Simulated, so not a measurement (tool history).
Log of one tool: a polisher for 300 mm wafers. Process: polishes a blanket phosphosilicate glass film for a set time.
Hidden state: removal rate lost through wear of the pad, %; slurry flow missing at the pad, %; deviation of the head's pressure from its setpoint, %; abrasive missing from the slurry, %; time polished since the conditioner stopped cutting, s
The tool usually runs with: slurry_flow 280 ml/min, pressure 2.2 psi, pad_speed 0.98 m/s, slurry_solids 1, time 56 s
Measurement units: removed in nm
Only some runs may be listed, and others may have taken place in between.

| run | hour | slurry_flow | pressure | pad_speed | slurry_solids | time | wafers since the last listed run | wafers polished on this pad | hours since the slurry nozzle was cleaned | hours since the head pressure was calibrated | hours since the slurry blender was calibrated | hours since the conditioning disc was replaced | incoming thickness of the incoming film, nm | removed |
|---|---|---|---|---|---|---|---|---|---|---|---|---|---|---|
| 1 | 0 | 200 | 2.9 | 0.98 | 1.25 | 56 | 0 | 5183 | 426.3 | 808.8 | 602.4 | 583.1 | 3467.8 | 379.5 |
| 2 | 62.6 | 235 | 2.6 | 0.98 | 1 | 56 | 629 | 5812 | 488.9 | 871.4 | 665 | 645.7 | 3345.6 | 302.9 |
|  | 161.9 | conditioning disc replaced and pad reconditioned |
| 3 | 196.3 | 280 | 2.2 | 1.22 | 1 | 56 | 1325 | 7137 | 622.6 | 1005.1 | 798.7 | 34.4 | 3386.8 | 304.5 |
|  | 200.9 | slurry blender recalibrated |
|  | 220 | head pressure recalibrated |
|  | 255.8 | worn pad replaced by a new one, of another model than before |
| 4 | 272 | 215 | 2.2 | 0.98 | 0.85 | 56 | 681 | 162 | 698.3 | 52 | 71.1 | 110.1 | 3392.9 | 231.5 |
| 5 | 357.3 | 280 | 2.5 | 0.98 | 1 | 56 | 858 | 1020 | 783.6 | 137.3 | 156.4 | 195.4 | 3393.3 | 294.1 |
|  | 424.6 | slurry nozzle cleaned |
| 6 | 436.4 | 280 | 2.2 | 0.98 | 1.3 | 39 | 785 | 1806 | 11.8 | 216.4 | 235.5 | 274.5 | 3430.4 | 220 |
| 7 | 522.9 | 280 | 1.9 | 0.98 | 1 | 73 | 870 | 2676 | 98.3 | 302.9 | 322 | 361 | 3447.7 | 334.3 |
| 8 | 615.6 | 280 | 2.2 | 0.78 | 1 | 61 | 932 | 3609 | 191 | 395.6 | 414.7 | 453.7 | 3322.8 | 266.2 |
| 9 | 744.9 | 200 | 2.2 | 0.78 | 1 | 56 | 1300 | 4910 | 320.3 | 524.9 | 544 | 583 | 3444.4 | 221.2 |
| 10 | 846.9 | 280 | 2.2 | 0.98 | 1 | 46 | 1026 | 5936 | 422.3 | 626.9 | 646 | 685 | 3403.1 | 213.5 |
| 11 | 917.4 | 190 | 2.2 | 0.82 | 0.85 | 72 | 709 | 6645 | 492.8 | 697.4 | 716.5 | 755.5 | 3444.7 | 252.4 |
| 12 | 975.2 | 280 | 2.2 | 0.98 | 0.7 | 61 | 581 | 7227 | 550.6 | 755.2 | 774.3 | 813.3 | 3334.6 | 217.6 |
|  | 1028.3 | slurry blender recalibrated |
| 13 | 1052.9 | 280 | 2.2 | 1.2 | 1 | 56 | 761 | 7989 | 628.3 | 832.9 | 24.6 | 891 | 3399.2 | 291.8 |
|  | 1101.4 | conditioning disc replaced and pad reconditioned |
|  | 1105.9 | worn pad replaced by a new one |
|  | 1187.2 | head pressure recalibrated |
|  | 1245 | slurry nozzle cleaned |
| 14 | 1347.7 | 230 | 2.2 | 0.98 | 1.2 | 56 | 2875 | 2402 | 102.7 | 160.5 | 319.4 | 246.3 | 3418.1 | 293.8 |
| 15 | 1408.4 | 280 | 1.9 | 0.98 | 1 | 56 | 610 | 3013 | 163.4 | 221.2 | 380.1 | 307 | 3448.9 | 254.2 |
| 16 | 1512.1 | 280 | 2.2 | 0.72 | 0.8 | 73 | 1043 | 4056 | 267.1 | 324.9 | 483.8 | 410.7 | 3385.7 | 258.8 |
| 17 | 1608.4 | 280 | 2.5 | 0.98 | 1 | 62 | 968 | 5025 | 363.4 | 421.2 | 580.1 | 507 | 3420.4 | 315 |
| 18 | 1657.5 | 280 | 2.2 | 0.98 | 1.1 | 56 | 493 | 5519 | 412.5 | 470.3 | 629.2 | 556.1 | 3403.3 | 283.8 |
| 19 | 1711.5 | 195 | 2.9 | 0.74 | 1 | 40 | 543 | 6062 | 466.5 | 524.3 | 683.2 | 610.1 | 3350.2 | 179.9 |
| 20 | 1795.3 | 280 | 2.2 | 0.98 | 1 | 46 | 843 | 6905 | 550.3 | 608.1 | 767 | 693.9 | 3383 | 215.6 |
|  | 1820.3 | slurry blender recalibrated |
| 21 | 1883.7 | 200 | 1.8 | 0.84 | 1 | 56 | 869 | 7775 | 638.7 | 696.5 | 63.4 | 782.3 | 3405.4 | 199.7 |
|  | 1943.3 | conditioning disc replaced and pad reconditioned |
|  | 1961.7 | worn pad replaced by a new one |
| 22 | 1983.2 | 280 | 1.6 | 0.68 | 1 | 56 | 940 | 216 | 738.2 | 796 | 162.9 | 39.9 | 3389.7 | 205.5 |
| 23 | 2052.4 | 310 | 2.2 | 0.98 | 1 | 56 | 696 | 912 | 807.4 | 865.2 | 232.1 | 109.1 | 3426.2 | 282.9 |
|  | 2102.7 | head pressure recalibrated |
|  | 2123 | slurry nozzle cleaned |
| 24 | 2158.3 | 280 | 2.2 | 0.98 | 1 | 56 | 1035 | 1948 | 35.3 | 55.6 | 338 | 215 | 3409.4 | 268.1 |

Hidden state at the last listed run before each entry between runs and at the first one after, where it differs:
Logged between run 2 and run 3: conditioning disc replaced and pad reconditioned (hour 161.9)
  removal rate lost through wear of the pad, %: 3.96 -> 4.74
  what was measured, less what the result would be without the hidden state, removed: -12.4 -> -15.2 nm
Logged between run 3 and run 4: slurry blender recalibrated (hour 200.9); head pressure recalibrated (hour 220); worn pad replaced by a new one, of another model than before (hour 255.8)
  removal rate lost through wear of the pad, %: 4.74 -> 0.938
  what was measured, less what the result would be without the hidden state, removed: -15.2 -> -2.2 nm
Logged between run 5 and run 6: slurry nozzle cleaned (hour 424.6)
  removal rate lost through wear of the pad, %: 1.44 -> 1.9
  what was measured, less what the result would be without the hidden state, removed: -4.3 -> -4.3 nm
Logged between run 12 and run 13: slurry blender recalibrated (hour 1028.3)
  removal rate lost through wear of the pad, %: 5.05 -> 5.5
  what was measured, less what the result would be without the hidden state, removed: -11.5 -> -17 nm
Logged between run 13 and run 14: conditioning disc replaced and pad reconditioned (hour 1101.4); worn pad replaced by a new one (hour 1105.9); head pressure recalibrated (hour 1187.2); slurry nozzle cleaned (hour 1245)
  removal rate lost through wear of the pad, %: 5.5 -> 1.77
  what was measured, less what the result would be without the hidden state, removed: -17 -> -5.3 nm
Logged between run 20 and run 21: slurry blender recalibrated (hour 1820.3)
  removal rate lost through wear of the pad, %: 4.39 -> 4.9
  what was measured, less what the result would be without the hidden state, removed: -9.9 -> -10.3 nm
Logged between run 21 and run 22: conditioning disc replaced and pad reconditioned (hour 1943.3); worn pad replaced by a new one (hour 1961.7)
  removal rate lost through wear of the pad, %: 4.9 -> 0.267
  what was measured, less what the result would be without the hidden state, removed: -10.3 -> -0.5 nm
Logged between run 23 and run 24: head pressure recalibrated (hour 2102.7); slurry nozzle cleaned (hour 2123)
  removal rate lost through wear of the pad, %: 0.671 -> 1.29
  what was measured, less what the result would be without the hidden state, removed: -1.9 -> -3.5 nm
